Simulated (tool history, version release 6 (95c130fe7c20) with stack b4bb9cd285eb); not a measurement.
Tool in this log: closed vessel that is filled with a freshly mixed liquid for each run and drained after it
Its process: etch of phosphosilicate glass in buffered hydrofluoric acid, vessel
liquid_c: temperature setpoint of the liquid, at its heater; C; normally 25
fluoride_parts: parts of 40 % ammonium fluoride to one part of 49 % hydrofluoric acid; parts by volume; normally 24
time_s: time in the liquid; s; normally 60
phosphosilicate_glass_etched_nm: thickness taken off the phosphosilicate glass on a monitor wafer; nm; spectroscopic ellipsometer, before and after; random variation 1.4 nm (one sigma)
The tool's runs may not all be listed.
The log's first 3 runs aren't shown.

run	hour	liquid_c	fluoride_parts	time_s	wafers since the last listed run	hours since the thermometer was replaced	hours since the hydrofluoric acid flow meter was replaced	hours since the gauge calibration	read-back film thickness of the phosphosilicate glass reference wafer, read on the same gauge (nm)	phosphosilicate_glass_etched_nm
4	151.8	25	24	60	4997	2251.1	328.4	963.4	50	174.23
5	216.8	25	24	60	4549	2316.1	393.4	1028.4	50.02	175.62
6	271.7	25	24	80	3842	2371	448.3	1083.3	50.02	233.44
7	317.2	25	24	35	3184	2416.5	493.8	1128.8	50	100.76
8	369.5	25	24	35	3660	2468.8	546.1	1181.1	49.98	102.62
9	398.4	22	24	60	2022	2497.7	575	1210	49.98	148.52
# hour 486.5: thermometer replaced
10	613.1	22	24	60	14956	126.6	789.7	1424.7	50.03	140.57
11	643.4	22	24	60	2120	156.9	820	1455	50.04	140.6
12	713.6	25	24	60	4913	227.1	890.2	1525.2	50	164.19
# hour 752.2: gauge calibrated
13	772	25	24	60	4087	285.5	948.6	19.8	50	167.31
14	820.3	22	17	30	3380	333.8	996.9	68.1	49.98	95.5
15	863.3	25	24	60	3009	376.8	1039.9	111.1	50.05	166.54
16	895.8	25	24	60	2274	409.3	1072.4	143.6	50.04	167.8
17	924.4	29	19	30	2001	437.9	1101	172.2	49.97	122.32
18	985.1	25	18.5	60	4248	498.6	1161.7	232.9	50.03	202.92
19	1023.1	28	20.5	40	2659	536.6	1199.7	270.9	49.99	144.37
20	1090	25	24	60	4682	603.5	1266.6	337.8	49.99	167.91
21	1126.4	25	15	60	2547	639.9	1303	374.2	50.01	252.38
# hour 1176.3: hydrofluoric acid flow meter replaced
22	1231.8	25	24	60	7306	745.3	55.5	479.6	50.02	167.35
23	1317.1	25	24	30	5970	830.6	140.8	564.9	50.01	85.52
24	1363.9	23.5	24	60	3275	877.4	187.6	611.7	50.01	154.85
25	1400.7	23	24	90	2575	914.2	224.4	648.5	49.99	224.5

Forecast run 26:
26	1458.6	25	24	60	4052	972.1	282.3	706.4	?	?

read-back film thickness of the phosphosilicate glass reference wafer, read on the same gauge (nm): 49.99
phosphosilicate_glass_etched_nm: 169.23 nm
If the tool had no hidden condition, the same run with the same run-to-run variation would have returned phosphosilicate_glass_etched_nm 164.06 nm.
